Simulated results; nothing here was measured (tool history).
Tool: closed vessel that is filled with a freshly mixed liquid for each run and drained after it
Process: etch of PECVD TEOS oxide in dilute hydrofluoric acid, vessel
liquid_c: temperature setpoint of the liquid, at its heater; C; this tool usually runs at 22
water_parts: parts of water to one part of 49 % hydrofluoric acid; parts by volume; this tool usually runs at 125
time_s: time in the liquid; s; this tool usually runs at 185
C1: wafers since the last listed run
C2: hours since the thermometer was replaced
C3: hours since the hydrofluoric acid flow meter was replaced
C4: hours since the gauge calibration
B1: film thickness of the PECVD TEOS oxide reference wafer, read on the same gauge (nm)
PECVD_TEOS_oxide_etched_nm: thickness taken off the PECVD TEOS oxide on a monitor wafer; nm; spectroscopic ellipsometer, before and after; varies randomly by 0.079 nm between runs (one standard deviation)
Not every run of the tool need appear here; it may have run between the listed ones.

{"run": 1, "hour": 0.0, "liquid_c": 22, "water_parts": 125, "time_s": 185, "C1": 0, "C2": 1219.8, "C3": 663.2, "C4": 342.3, "B1": 29.98, "PECVD_TEOS_oxide_etched_nm": 17.79}
{"run": 2, "hour": 33.0, "liquid_c": 22, "water_parts": 125, "time_s": 185, "C1": 2353, "C2": 1252.8, "C3": 696.2, "C4": 375.3, "B1": 30.02, "PECVD_TEOS_oxide_etched_nm": 17.83}
{"run": 3, "hour": 173.4, "liquid_c": 22, "water_parts": 125, "time_s": 185, "C1": 10013, "C2": 1393.2, "C3": 836.6, "C4": 515.7, "B1": 30, "PECVD_TEOS_oxide_etched_nm": 17.82}
{"run": 4, "hour": 197.8, "liquid_c": 22, "water_parts": 125, "time_s": 185, "C1": 1740, "C2": 1417.6, "C3": 861, "C4": 540.1, "B1": 29.97, "PECVD_TEOS_oxide_etched_nm": 17.87}
{"run": 5, "hour": 239.1, "liquid_c": 22, "water_parts": 125, "time_s": 185, "C1": 2945, "C2": 1458.9, "C3": 902.3, "C4": 581.4, "B1": 30, "PECVD_TEOS_oxide_etched_nm": 17.84}
{"run": 6, "hour": 309.3, "liquid_c": 22, "water_parts": 125, "time_s": 185, "C1": 5006, "C2": 1529.1, "C3": 972.5, "C4": 651.6, "B1": 30, "PECVD_TEOS_oxide_etched_nm": 18.01}
{"run": 7, "hour": 334.5, "liquid_c": 22, "water_parts": 125, "time_s": 185, "C1": 1797, "C2": 1554.3, "C3": 997.7, "C4": 676.8, "B1": 30, "PECVD_TEOS_oxide_etched_nm": 18.09}
{"run": 8, "hour": 488.9, "liquid_c": 22, "water_parts": 110, "time_s": 185, "C1": 11011, "C2": 1708.7, "C3": 1152.1, "C4": 831.2, "B1": 30.01, "PECVD_TEOS_oxide_etched_nm": 20.77}
{"hour": 514.1, "done": "hydrofluoric acid flow meter replaced"}
{"run": 9, "hour": 560.5, "liquid_c": 22, "water_parts": 110, "time_s": 185, "C1": 5035, "C2": 1780.3, "C3": 46.4, "C4": 902.8, "B1": 30.01, "PECVD_TEOS_oxide_etched_nm": 21.24}
{"run": 10, "hour": 589.6, "liquid_c": 22, "water_parts": 150, "time_s": 185, "C1": 2075, "C2": 1809.4, "C3": 75.5, "C4": 931.9, "B1": 30.02, "PECVD_TEOS_oxide_etched_nm": 15.02}
{"run": 11, "hour": 642.6, "liquid_c": 24.5, "water_parts": 125, "time_s": 185, "C1": 3779, "C2": 1862.4, "C3": 128.5, "C4": 984.9, "B1": 29.99, "PECVD_TEOS_oxide_etched_nm": 20.56}
{"run": 12, "hour": 673.1, "liquid_c": 23, "water_parts": 125, "time_s": 185, "C1": 2175, "C2": 1892.9, "C3": 159, "C4": 1015.4, "B1": 30.02, "PECVD_TEOS_oxide_etched_nm": 19.43}
{"hour": 732.1, "done": "thermometer replaced"}
{"run": 13, "hour": 739.7, "liquid_c": 23, "water_parts": 125, "time_s": 185, "C1": 4678, "C2": 7.6, "C3": 225.6, "C4": 1082, "B1": 29.99, "PECVD_TEOS_oxide_etched_nm": 19.49}
{"run": 14, "hour": 785.3, "liquid_c": 22, "water_parts": 125, "time_s": 240, "C1": 3252, "C2": 53.2, "C3": 271.2, "C4": 1127.6, "B1": 29.98, "PECVD_TEOS_oxide_etched_nm": 24.33}
{"hour": 844.5, "done": "gauge calibrated"}
{"run": 15, "hour": 856.3, "liquid_c": 23.5, "water_parts": 125, "time_s": 250, "C1": 5063, "C2": 124.2, "C3": 342.2, "C4": 11.8, "B1": 30, "PECVD_TEOS_oxide_etched_nm": 26.79}
{"hour": 868.2, "done": "hydrofluoric acid flow meter replaced, repeated, since the last time left the tool worse"}
{"run": 16, "hour": 897.0, "liquid_c": 22, "water_parts": 95, "time_s": 110, "C1": 2831, "C2": 164.9, "C3": 28.8, "C4": 52.5, "B1": 30, "PECVD_TEOS_oxide_etched_nm": 14.15}
{"run": 17, "hour": 943.4, "liquid_c": 22, "water_parts": 125, "time_s": 185, "C1": 3309, "C2": 211.3, "C3": 75.2, "C4": 98.9, "B1": 30.01, "PECVD_TEOS_oxide_etched_nm": 17.37}
{"run": 18, "hour": 1003.9, "liquid_c": 19, "water_parts": 105, "time_s": 185, "C1": 4314, "C2": 271.8, "C3": 135.7, "C4": 159.4, "B1": 30.02, "PECVD_TEOS_oxide_etched_nm": 18.78}
{"run": 19, "hour": 1057.5, "liquid_c": 19.5, "water_parts": 75, "time_s": 185, "C1": 3822, "C2": 325.4, "C3": 189.3, "C4": 213, "B1": 30, "PECVD_TEOS_oxide_etched_nm": 27.87}
{"run": 20, "hour": 1086.5, "liquid_c": 22, "water_parts": 90, "time_s": 255, "C1": 2068, "C2": 354.4, "C3": 218.3, "C4": 242, "B1": 29.98, "PECVD_TEOS_oxide_etched_nm": 34.68}
{"run": 21, "hour": 1247.4, "liquid_c": 22, "water_parts": 125, "time_s": 185, "C1": 11475, "C2": 515.3, "C3": 379.2, "C4": 402.9, "B1": 30, "PECVD_TEOS_oxide_etched_nm": 17.7}
{"run": 22, "hour": 1291.9, "liquid_c": 22, "water_parts": 125, "time_s": 185, "C1": 3173, "C2": 559.8, "C3": 423.7, "C4": 447.4, "B1": 30, "PECVD_TEOS_oxide_etched_nm": 17.61}
{"run": 23, "hour": 1342.1, "liquid_c": 22, "water_parts": 155, "time_s": 235, "C1": 3580, "C2": 610, "C3": 473.9, "C4": 497.6, "B1": 30.01, "PECVD_TEOS_oxide_etched_nm": 17.58}
{"run": 24, "hour": 1406.8, "liquid_c": 20.5, "water_parts": 150, "time_s": 260, "C1": 4614, "C2": 674.7, "C3": 538.6, "C4": 562.3, "B1": 30.02, "PECVD_TEOS_oxide_etched_nm": 18.9}
{"run": 25, "hour": 1456.4, "liquid_c": 22, "water_parts": 125, "time_s": 185, "C1": 3537, "C2": 724.3, "C3": 588.2, "C4": 611.9, "B1": 30.03, "PECVD_TEOS_oxide_etched_nm": 17.63}
{"run": 26, "hour": 1483.5, "liquid_c": 22, "water_parts": 85, "time_s": 240, "C1": 1932, "C2": 751.4, "C3": 615.3, "C4": 639, "B1": 30.05, "PECVD_TEOS_oxide_etched_nm": 35.68}
{"run": 27, "hour": 1527.6, "liquid_c": 22, "water_parts": 155, "time_s": 185, "C1": 3145, "C2": 795.5, "C3": 659.4, "C4": 683.1, "B1": 29.99, "PECVD_TEOS_oxide_etched_nm": 13.81}

5 options for the next run, each taken on its own from the tool as it stands now. Forecast them:
{"run": "A", "hour": 1528.3, "liquid_c": 22, "water_parts": 85, "time_s": 185, "C1": 49, "C2": 796.2, "C3": 660.1, "C4": 683.8, "B1": "?", "PECVD_TEOS_oxide_etched_nm": "?"}
{"run": "B", "hour": 1528.3, "liquid_c": 22, "water_parts": 100, "time_s": 185, "C1": 49, "C2": 796.2, "C3": 660.1, "C4": 683.8, "B1": "?", "PECVD_TEOS_oxide_etched_nm": "?"}
{"run": "C", "hour": 1528.3, "liquid_c": 20, "water_parts": 65, "time_s": 135, "C1": 49, "C2": 796.2, "C3": 660.1, "C4": 683.8, "B1": "?", "PECVD_TEOS_oxide_etched_nm": "?"}
{"run": "D", "hour": 1528.3, "liquid_c": 24, "water_parts": 125, "time_s": 185, "C1": 49, "C2": 796.2, "C3": 660.1, "C4": 683.8, "B1": "?", "PECVD_TEOS_oxide_etched_nm": "?"}
{"run": "E", "hour": 1528.3, "liquid_c": 25, "water_parts": 175, "time_s": 110, "C1": 49, "C2": 796.2, "C3": 660.1, "C4": 683.8, "B1": "?", "PECVD_TEOS_oxide_etched_nm": "?"}

run=A B1=29.97 PECVD_TEOS_oxide_etched_nm=27.22
run=B B1=29.97 PECVD_TEOS_oxide_etched_nm=22.73
run=C B1=29.97 PECVD_TEOS_oxide_etched_nm=24.47
run=D B1=29.97 PECVD_TEOS_oxide_etched_nm=19.13
run=E B1=29.97 PECVD_TEOS_oxide_etched_nm=7.97
With the hidden condition removed and each run's random variation left untouched, the same runs would have given:
run=A PECVD_TEOS_oxide_etched_nm=26.71
run=B PECVD_TEOS_oxide_etched_nm=22.3
run=C PECVD_TEOS_oxide_etched_nm=24.03
run=D PECVD_TEOS_oxide_etched_nm=18.76
run=E PECVD_TEOS_oxide_etched_nm=7.81
